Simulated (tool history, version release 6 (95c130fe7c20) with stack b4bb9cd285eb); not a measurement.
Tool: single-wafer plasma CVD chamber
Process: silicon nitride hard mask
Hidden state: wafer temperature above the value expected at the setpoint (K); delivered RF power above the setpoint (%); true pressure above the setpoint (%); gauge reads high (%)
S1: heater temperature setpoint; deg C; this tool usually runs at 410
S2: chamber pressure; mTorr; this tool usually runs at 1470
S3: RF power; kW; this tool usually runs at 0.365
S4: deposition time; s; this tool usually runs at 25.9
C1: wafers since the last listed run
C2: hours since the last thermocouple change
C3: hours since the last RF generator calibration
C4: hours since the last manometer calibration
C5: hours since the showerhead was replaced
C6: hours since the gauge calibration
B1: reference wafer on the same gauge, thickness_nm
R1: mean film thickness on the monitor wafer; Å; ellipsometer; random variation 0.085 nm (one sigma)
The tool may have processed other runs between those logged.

| run | hour | S1 | S2 | S3 | S4 | C1 | C2 | C3 | C4 | C5 | C6 | B1 | R1 |
|---|---|---|---|---|---|---|---|---|---|---|---|---|---|
| 1 | 0.0 | 410 | 1470 | 0.365 | 25.9 | 0 | 1907.0 | 1895.4 | 1572.7 | 5647.5 | 619.2 | 28.862 | 283.79 |
| 2 | 14.3 | 410 | 1470 | 0.365 | 25.9 | 380 | 1921.3 | 1909.7 | 1587.0 | 5661.8 | 633.5 | 28.906 | 284.10 |
| 3 | 48.0 | 410 | 1470 | 0.365 | 25.9 | 896 | 1955.0 | 1943.4 | 1620.7 | 5695.5 | 667.2 | 28.879 | 284.20 |
|  | 49.4 | gauge calibrated |
| 4 | 81.7 | 410 | 1470 | 0.365 | 25.9 | 896 | 1988.7 | 1977.1 | 1654.4 | 5729.2 | 32.3 | 28.947 | 283.01 |
| 5 | 100.6 | 410 | 1470 | 0.365 | 25.9 | 502 | 2007.6 | 1996.0 | 1673.3 | 5748.1 | 51.2 | 28.881 | 281.85 |
| 6 | 129.1 | 410 | 1470 | 0.365 | 25.9 | 758 | 2036.1 | 2024.5 | 1701.8 | 5776.6 | 79.7 | 28.932 | 281.89 |
| 7 | 146.3 | 410 | 1470 | 0.365 | 28.0 | 457 | 2053.3 | 2041.7 | 1719.0 | 5793.8 | 96.9 | 28.894 | 305.52 |
| 8 | 169.7 | 410 | 1470 | 0.365 | 27.6 | 622 | 2076.7 | 2065.1 | 1742.4 | 5817.2 | 120.3 | 28.858 | 300.06 |
| 9 | 192.5 | 410 | 1470 | 0.365 | 25.9 | 606 | 2099.5 | 2087.9 | 1765.2 | 5840.0 | 143.1 | 28.876 | 282.75 |
| 10 | 225.7 | 410 | 1470 | 0.365 | 25.9 | 883 | 2132.7 | 2121.1 | 1798.4 | 5873.2 | 176.3 | 28.920 | 284.29 |
| 11 | 259.6 | 410 | 1470 | 0.365 | 25.9 | 902 | 2166.6 | 2155.0 | 1832.3 | 5907.1 | 210.2 | 28.898 | 282.24 |
| 12 | 284.0 | 410 | 1560 | 0.400 | 25.9 | 649 | 2191.0 | 2179.4 | 1856.7 | 5931.5 | 234.6 | 28.879 | 299.87 |
| 13 | 313.9 | 410 | 1560 | 0.400 | 25.9 | 795 | 2220.9 | 2209.3 | 1886.6 | 5961.4 | 264.5 | 28.898 | 300.08 |
| 14 | 327.9 | 410 | 1470 | 0.365 | 25.9 | 372 | 2234.9 | 2223.3 | 1900.6 | 5975.4 | 278.5 | 28.865 | 282.14 |
| 15 | 346.7 | 410 | 1470 | 0.365 | 25.9 | 500 | 2253.7 | 2242.1 | 1919.4 | 5994.2 | 297.3 | 28.923 | 281.27 |
|  | 379.6 | RF generator calibrated |
| 16 | 380.5 | 410 | 1470 | 0.400 | 27.2 | 686 | 2287.5 | 0.9 | 1953.2 | 6028.0 | 331.1 | 28.847 | 323.78 |
| 17 | 407.1 | 404 | 1680 | 0.365 | 25.9 | 707 | 2314.1 | 27.5 | 1979.8 | 6054.6 | 357.7 | 28.861 | 306.27 |
| 18 | 419.5 | 424 | 1470 | 0.365 | 22.4 | 330 | 2326.5 | 39.9 | 1992.2 | 6067.0 | 370.1 | 28.903 | 254.20 |
| 19 | 483.4 | 410 | 1210 | 0.365 | 24.3 | 1700 | 2390.4 | 103.8 | 2056.1 | 6130.9 | 434.0 | 28.932 | 261.19 |
| 20 | 507.2 | 422 | 1470 | 0.365 | 25.9 | 633 | 2414.2 | 127.6 | 2079.9 | 6154.7 | 457.8 | 28.874 | 290.77 |
| 21 | 523.0 | 410 | 1470 | 0.365 | 25.9 | 420 | 2430.0 | 143.4 | 2095.7 | 6170.5 | 473.6 | 28.920 | 294.60 |
| 22 | 553.7 | 397 | 1470 | 0.365 | 25.9 | 817 | 2460.7 | 174.1 | 2126.4 | 6201.2 | 504.3 | 28.950 | 294.05 |
| 23 | 572.5 | 410 | 1620 | 0.315 | 27.6 | 500 | 2479.5 | 192.9 | 2145.2 | 6220.0 | 523.1 | 28.878 | 299.60 |

What will run 24 give?
|  | 596.8 | capacitance manometer re-zeroed and calibrated |
|  | 599.2 | showerhead replaced |
|  | 670.1 | gauge calibrated |
| 24 | 670.2 | 410 | 1470 | 0.325 | 25.9 | 2323 | 2577.2 | 290.6 | 73.4 | 71.0 | 0.1 | ? | ? |

{"run 24": {"B1": 28.873, "R1": 275.49}}
Minus the tool's unlogged condition, the same run would have read R1 279.15 Å.
